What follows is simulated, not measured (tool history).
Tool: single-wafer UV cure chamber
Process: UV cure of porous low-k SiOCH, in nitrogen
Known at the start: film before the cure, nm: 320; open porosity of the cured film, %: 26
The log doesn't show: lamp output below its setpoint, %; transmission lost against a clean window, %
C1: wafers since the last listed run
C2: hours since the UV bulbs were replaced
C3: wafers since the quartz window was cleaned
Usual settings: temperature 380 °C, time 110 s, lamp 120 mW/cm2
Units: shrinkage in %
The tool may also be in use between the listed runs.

run 1 hour=0 | temperature=375 time=110 lamp=120 | C1=0 C2=555.4 C3=2238 | shrinkage=8.826
run 2 hour=66.5 | temperature=380 time=110 lamp=120 | C1=268 C2=621.9 C3=2506 | shrinkage=9.14
run 3 hour=110.7 | temperature=365 time=110 lamp=120 | C1=178 C2=666.1 C3=2684 | shrinkage=8.806
run 4 hour=160.2 | temperature=365 time=110 lamp=120 | C1=199 C2=715.6 C3=2883 | shrinkage=8.545
run 5 hour=246.4 | temperature=380 time=110 lamp=142 | C1=347 C2=801.8 C3=3231 | shrinkage=9.445
run 6 hour=322.1 | temperature=380 time=110 lamp=142 | C1=305 C2=877.5 C3=3536 | shrinkage=9.565
run 7 hour=390.7 | temperature=380 time=110 lamp=120 | C1=276 C2=946.1 C3=3812 | shrinkage=8.611
run 8 hour=490.9 | temperature=368 time=110 lamp=120 | C1=403 C2=1046.3 C3=4216 | shrinkage=8.349
run 9 hour=554.8 | temperature=368 time=110 lamp=120 | C1=257 C2=1110.2 C3=4474 | shrinkage=8.214
run 10 hour=638.7 | temperature=368 time=110 lamp=120 | C1=338 C2=1194.1 C3=4812 | shrinkage=8.084
-- hour=695.9 quartz window cleaned
run 11 hour=711.5 | temperature=399 time=45 lamp=120 | C1=261 C2=1266.9 C3=62 | shrinkage=5.91
run 12 hour=757.4 | temperature=380 time=110 lamp=88 | C1=184 C2=1312.8 C3=247 | shrinkage=8.146
run 13 hour=804.2 | temperature=399 time=90 lamp=157 | C1=188 C2=1359.6 C3=436 | shrinkage=10.097
run 14 hour=860.3 | temperature=386 time=110 lamp=153 | C1=226 C2=1415.7 C3=662 | shrinkage=10.623
-- hour=959.4 UV bulbs replaced
run 15 hour=959.9 | temperature=380 time=110 lamp=88 | C1=369 C2=0.5 C3=1031 | shrinkage=7.932
run 16 hour=1041.9 | temperature=380 time=110 lamp=120 | C1=330 C2=82.5 C3=1362 | shrinkage=9.096
run 17 hour=1097.4 | temperature=374 time=110 lamp=147 | C1=223 C2=138 C3=1585 | shrinkage=9.99
run 18 hour=1183.5 | temperature=380 time=110 lamp=83 | C1=346 C2=224.1 C3=1932 | shrinkage=7.414
run 19 hour=1247.6 | temperature=390 time=50 lamp=120 | C1=258 C2=288.2 C3=2191 | shrinkage=5.849

Hidden state or all else? Some run-to-run changes of shrinkage, split into what the settings, what came in and random variation would give without the hidden state, and what is left for the hidden state (with any gauge scatter that isn't in both results):
Run 10 -> 11: temperature 368 -> 399, time 110 -> 45, quartz window cleaned. shrinkage -2.174 %: hidden state +1.105, all else -3.279.
Run 14 -> 15: temperature 386 -> 380, lamp 153 -> 88, UV bulbs replaced. shrinkage -2.691 %: hidden state -0.066, all else -2.625.
